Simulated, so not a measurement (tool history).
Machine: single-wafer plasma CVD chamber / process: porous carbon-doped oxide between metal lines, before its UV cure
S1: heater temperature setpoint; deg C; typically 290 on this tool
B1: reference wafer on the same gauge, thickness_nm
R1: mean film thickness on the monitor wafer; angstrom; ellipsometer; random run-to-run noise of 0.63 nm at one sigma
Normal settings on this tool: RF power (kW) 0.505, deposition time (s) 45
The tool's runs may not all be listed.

run 1 day=0 | S1=290 RF_power_(kW)=0.505 deposition_time_(s)=45 | B1=238.96 | R1=2650.05
run 2 day=0.658 | S1=290 RF_power_(kW)=0.505 deposition_time_(s)=45 | B1=239.067 | R1=2652.41
run 3 day=1.079 | S1=290 RF_power_(kW)=0.445 deposition_time_(s)=45 | B1=238.874 | R1=2406.19
run 4 day=1.683 | S1=290 RF_power_(kW)=0.445 deposition_time_(s)=45 | B1=239.034 | R1=2420.33
-- day=3.162 showerhead replaced
run 5 day=3.183 | S1=290 RF_power_(kW)=0.445 deposition_time_(s)=45 | B1=238.889 | R1=2415.5
run 6 day=3.671 | S1=290 RF_power_(kW)=0.505 deposition_time_(s)=40.5 | B1=239.158 | R1=2390.68
run 7 day=4.104 | S1=290 RF_power_(kW)=0.545 deposition_time_(s)=45 | B1=238.961 | R1=2795.94
run 8 day=4.412 | S1=290 RF_power_(kW)=0.505 deposition_time_(s)=47.8 | B1=239.027 | R1=2818.5
run 9 day=5.179 | S1=290 RF_power_(kW)=0.505 deposition_time_(s)=47.8 | B1=238.89 | R1=2825.67
run 10 day=5.454 | S1=290 RF_power_(kW)=0.505 deposition_time_(s)=47.8 | B1=238.967 | R1=2822.15
run 11 day=5.783 | S1=290 RF_power_(kW)=0.505 deposition_time_(s)=45 | B1=239.032 | R1=2659.27
-- day=6.325 gauge calibrated
run 12 day=6.375 | S1=290 RF_power_(kW)=0.505 deposition_time_(s)=45 | B1=239.001 | R1=2649.18
run 13 day=6.883 | S1=290 RF_power_(kW)=0.505 deposition_time_(s)=45 | B1=238.832 | R1=2661.59
run 14 day=7.567 | S1=298 RF_power_(kW)=0.505 deposition_time_(s)=45 | B1=239.112 | R1=2557.75
run 15 day=8.121 | S1=298 RF_power_(kW)=0.505 deposition_time_(s)=45 | B1=238.841 | R1=2555.98
run 16 day=8.496 | S1=298 RF_power_(kW)=0.505 deposition_time_(s)=45 | B1=239.02 | R1=2556.12
-- day=8.917 thermocouple changed; heater temperature recalibrated
-- day=9.229 RF generator calibrated
run 17 day=9.25 | S1=303 RF_power_(kW)=0.45 deposition_time_(s)=51.2 | B1=239.048 | R1=2503.84
run 18 day=9.333 | S1=275 RF_power_(kW)=0.6 deposition_time_(s)=38.9 | B1=239.127 | R1=2721.92
run 19 day=9.683 | S1=304 RF_power_(kW)=0.59 deposition_time_(s)=51.4 | B1=239.098 | R1=3021.75
run 20 day=10.429 | S1=281 RF_power_(kW)=0.405 deposition_time_(s)=50.9 | B1=239.052 | R1=2553.99
run 21 day=10.862 | S1=290 RF_power_(kW)=0.545 deposition_time_(s)=40.9 | B1=238.881 | R1=2469.41
run 22 day=11.408 | S1=290 RF_power_(kW)=0.505 deposition_time_(s)=48.1 | B1=238.94 | R1=2736.99
run 23 day=11.95 | S1=302 RF_power_(kW)=0.56 deposition_time_(s)=49 | B1=238.902 | R1=2817.9
run 24 day=12.346 | S1=300 RF_power_(kW)=0.505 deposition_time_(s)=45 | B1=238.849 | R1=2436.63
run 25 day=12.788 | S1=290 RF_power_(kW)=0.45 deposition_time_(s)=40.4 | B1=238.881 | R1=2118.13
run 26 day=13.283 | S1=290 RF_power_(kW)=0.505 deposition_time_(s)=45 | B1=239.033 | R1=2567.71
run 27 day=14.654 | S1=281 RF_power_(kW)=0.505 deposition_time_(s)=51.4 | B1=239.014 | R1=3059.79
run 28 day=14.954 | S1=283 RF_power_(kW)=0.585 deposition_time_(s)=51.7 | B1=238.995 | R1=3388.96
run 29 day=15.242 | S1=299 RF_power_(kW)=0.505 deposition_time_(s)=45 | B1=239.187 | R1=2456
run 30 day=15.9 | S1=283 RF_power_(kW)=0.505 deposition_time_(s)=45 | B1=238.922 | R1=2668.21
run 31 day=16.571 | S1=299 RF_power_(kW)=0.505 deposition_time_(s)=45 | B1=238.929 | R1=2453.24
run 32 day=17.225 | S1=290 RF_power_(kW)=0.505 deposition_time_(s)=50.1 | B1=238.981 | R1=2859.7
run 33 day=17.488 | S1=304 RF_power_(kW)=0.565 deposition_time_(s)=52.6 | B1=239.059 | R1=3017

Below, some changes in R1 between adjacent runs. For each, the amount present without the hidden state too (settings, incoming material, random variation) and the amount remaining for the hidden state with gauge scatter not shared by both compared results:
Hidden state at play: wafer temperature above the value expected at the setpoint (K); delivered RF power above the setpoint (%); gauge reads high (%).
Run 2 -> 3: RF power (kW) 0.505 -> 0.445. R1 -246.22 angstrom: hidden state -6.27, all else -239.95.
Run 6 -> 7: RF power (kW) 0.505 -> 0.545, deposition time (s) 40.5 -> 45. R1 +405.26 angstrom: hidden state +13.63, all else +391.63.
Run 16 -> 17: S1 298 -> 303, RF power (kW) 0.505 -> 0.45, deposition time (s) 45 -> 51.2, thermocouple changed; heater temperature recalibrated, RF generator calibrated. R1 -52.28 angstrom: hidden state -95.32, all else +43.04.
Run 19 -> 20: S1 304 -> 281, RF power (kW) 0.59 -> 0.405, deposition time (s) 51.4 -> 50.9. R1 -467.76 angstrom: hidden state +0.57, all else -468.33.
Run 26 -> 27: S1 290 -> 281, deposition time (s) 45 -> 51.4. R1 +492.08 angstrom: hidden state -2.35, all else +494.43.
Run 28 -> 29: S1 283 -> 299, RF power (kW) 0.585 -> 0.505, deposition time (s) 51.7 -> 45. R1 -932.96 angstrom: hidden state +4.48, all else -937.44.
